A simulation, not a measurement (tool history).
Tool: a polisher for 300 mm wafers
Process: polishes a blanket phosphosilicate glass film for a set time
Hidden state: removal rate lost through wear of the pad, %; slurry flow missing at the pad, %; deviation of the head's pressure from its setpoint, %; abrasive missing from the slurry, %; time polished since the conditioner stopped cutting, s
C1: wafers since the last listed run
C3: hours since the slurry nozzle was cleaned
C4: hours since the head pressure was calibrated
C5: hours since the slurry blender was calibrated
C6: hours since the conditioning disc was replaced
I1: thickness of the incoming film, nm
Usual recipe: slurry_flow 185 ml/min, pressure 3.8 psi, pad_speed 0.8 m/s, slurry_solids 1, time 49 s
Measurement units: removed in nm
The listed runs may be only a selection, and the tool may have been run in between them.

Run 1, hour 0: usual settings but pressure 2.9 psi; C1 0; wafers polished on this pad 1446; C3 335.1; C4 376.3; C5 348.4; C6 174; I1 3977.2. Result: removed 292.2 nm.
Run 2, hour 27.6: usual settings; C1 238; wafers polished on this pad 1685; C3 362.7; C4 403.9; C5 376; C6 201.6; I1 4069.2. Result: removed 380.3 nm.
At hour 36.8: worn pad replaced by a new one.
At hour 39.9: conditioning disc replaced and pad reconditioned.
Run 3, hour 41.6: usual settings; C1 69; wafers polished on this pad 23; C3 376.7; C4 417.9; C5 390; C6 1.7; I1 4040.6. Result: removed 373.7 nm.
Run 4, hour 72.5: usual settings; C1 266; wafers polished on this pad 290; C3 407.6; C4 448.8; C5 420.9; C6 32.6; I1 3973.2. Result: removed 373.3 nm.
Run 5, hour 92.2: usual settings; C1 170; wafers polished on this pad 460; C3 427.3; C4 468.5; C5 440.6; C6 52.3; I1 4035. Result: removed 376.1 nm.
At hour 132.9: slurry blender recalibrated.
At hour 146.6: slurry nozzle cleaned.
Run 6, hour 194.1: usual settings but pad_speed 1.04 m/s, slurry_solids 0.85; C1 854; wafers polished on this pad 1314; C3 47.5; C4 570.4; C5 61.2; C6 154.2; I1 3997.1. Result: removed 457.3 nm.
At hour 228.1: worn pad replaced by a new one.
Run 7, hour 229.6: usual settings but slurry_solids 0.85; C1 272; wafers polished on this pad 13; C3 83; C4 605.9; C5 96.7; C6 189.7; I1 4046.7. Result: removed 376.5 nm.
At hour 238.7: conditioning disc replaced and pad reconditioned.
Run 8, hour 242.2: usual settings but pad_speed 0.96 m/s; C1 91; wafers polished on this pad 104; C3 95.6; C4 618.5; C5 109.3; C6 3.5; I1 4051.3. Result: removed 474.7 nm.
At hour 264.4: head pressure recalibrated.
Run 9, hour 267.5: usual settings; C1 201; wafers polished on this pad 305; C3 120.9; C4 3.1; C5 134.6; C6 28.8; I1 4032.3. Result: removed 399.1 nm.
Run 10, hour 302: usual settings; C1 297; wafers polished on this pad 603; C3 155.4; C4 37.6; C5 169.1; C6 63.3; I1 3962.5. Result: removed 392 nm.
Run 11, hour 315.8: usual settings; C1 119; wafers polished on this pad 723; C3 169.2; C4 51.4; C5 182.9; C6 77.1; I1 4087.2. Result: removed 391.1 nm.
Run 12, hour 346.6: usual settings; C1 265; wafers polished on this pad 989; C3 200; C4 82.2; C5 213.7; C6 107.9; I1 3964.6. Result: removed 389.8 nm.
Run 13, hour 360: usual settings but slurry_flow 135 ml/min, pressure 5.1 psi; C1 115; wafers polished on this pad 1104; C3 213.4; C4 95.6; C5 227.1; C6 121.3; I1 3963.6. Result: removed 492.5 nm.
Run 14, hour 390.2: usual settings; C1 260; wafers polished on this pad 1365; C3 243.6; C4 125.8; C5 257.3; C6 151.5; I1 4032.4. Result: removed 392.5 nm.
Run 15, hour 411.9: usual settings; C1 187; wafers polished on this pad 1553; C3 265.3; C4 147.5; C5 279; C6 173.2; I1 4006.5. Result: removed 382.3 nm.
Run 16, hour 426.2: usual settings but time 37 s; C1 123; wafers polished on this pad 1676; C3 279.6; C4 161.8; C5 293.3; C6 187.5; I1 4048.7. Result: removed 286.9 nm.
At hour 434.9: worn pad replaced by a new one.
Run 17, hour 438.7: usual settings but slurry_flow 155 ml/min; C1 73; wafers polished on this pad 32; C3 292.1; C4 174.3; C5 305.8; C6 200; I1 4099. Result: removed 366.7 nm.
At hour 454.9: conditioning disc replaced and pad reconditioned.
Run 18, hour 461.7: usual settings but slurry_flow 230 ml/min, pad_speed 0.6 m/s, slurry_solids 1.15, time 57 s; C1 181; wafers polished on this pad 213; C3 315.1; C4 197.3; C5 328.8; C6 6.8; I1 4079.5. Result: removed 399.7 nm.
Run 19, hour 491.5: usual settings but slurry_flow 245 ml/min, pad_speed 1.02 m/s; C1 257; wafers polished on this pad 471; C3 344.9; C4 227.1; C5 358.6; C6 36.6; I1 4063.3. Result: removed 471.2 nm.
Run 20, hour 505.7: usual settings but pressure 4.1 psi, pad_speed 0.68 m/s, time 53 s; C1 122; wafers polished on this pad 593; C3 359.1; C4 241.3; C5 372.8; C6 50.8; I1 4057. Result: removed 386 nm.
At hour 524: slurry blender recalibrated.
Run 21, hour 526.9: usual settings but slurry_flow 230 ml/min, pressure 3 psi, time 38 s; C1 165; wafers polished on this pad 759; C3 380.3; C4 262.5; C5 2.9; C6 72; I1 4057.9. Result: removed 250.8 nm.
Run 22, hour 555.9: usual settings; C1 250; wafers polished on this pad 1010; C3 409.3; C4 291.5; C5 31.9; C6 101; I1 4009.6. Result: removed 398.8 nm.
Run 23, hour 589.7: usual settings but pad_speed 0.98 m/s; C1 291; wafers polished on this pad 1302; C3 443.1; C4 325.3; C5 65.7; C6 134.8; I1 4075.3. Result: removed 471 nm.
Run 24, hour 617: usual settings but pressure 4.7 psi, pad_speed 0.94 m/s, slurry_solids 1.1, time 37 s; C1 235; wafers polished on this pad 1537; C3 470.4; C4 352.6; C5 93; C6 162.1; I1 3974.5. Result: removed 451.3 nm.
At hour 631.4: worn pad replaced by a new one.
Run 25, hour 631.9: usual settings; C1 94; wafers polished on this pad 4; C3 485.3; C4 367.5; C5 107.9; C6 177; I1 4013.4. Result: removed 403 nm.
At hour 636.7: slurry nozzle cleaned.
At hour 653.7: conditioning disc replaced and pad reconditioned.
Run 26, hour 664.9: usual settings but slurry_flow 230 ml/min; C1 259; wafers polished on this pad 263; C3 28.2; C4 400.5; C5 140.9; C6 11.2; I1 4070. Result: removed 410.3 nm.

Below are 3 alternative next runs, each starting from the tool's condition after run 26. Predict each:
Run A, hour 665.3: usual settings but time 54 s; C1 3; wafers polished on this pad 266; C3 28.6; C4 400.9; C5 141.3; C6 11.6; I1 4084.9. Result: removed ?.
Run B, hour 665.3: usual settings but pad_speed 0.54 m/s; C1 3; wafers polished on this pad 266; C3 28.6; C4 400.9; C5 141.3; C6 11.6; I1 4084.9. Result: removed ?.
Run C, hour 665.3: usual settings but slurry_flow 210 ml/min, pad_speed 1 m/s; C1 3; wafers polished on this pad 266; C3 28.6; C4 400.9; C5 141.3; C6 11.6; I1 4084.9. Result: removed ?.

run  removed
  A      445
  B    294.8
  C    491.4
With no hidden state in the tool, these same runs would have given:
run  removed
  A    445.1
  B    294.9
  C    491.6

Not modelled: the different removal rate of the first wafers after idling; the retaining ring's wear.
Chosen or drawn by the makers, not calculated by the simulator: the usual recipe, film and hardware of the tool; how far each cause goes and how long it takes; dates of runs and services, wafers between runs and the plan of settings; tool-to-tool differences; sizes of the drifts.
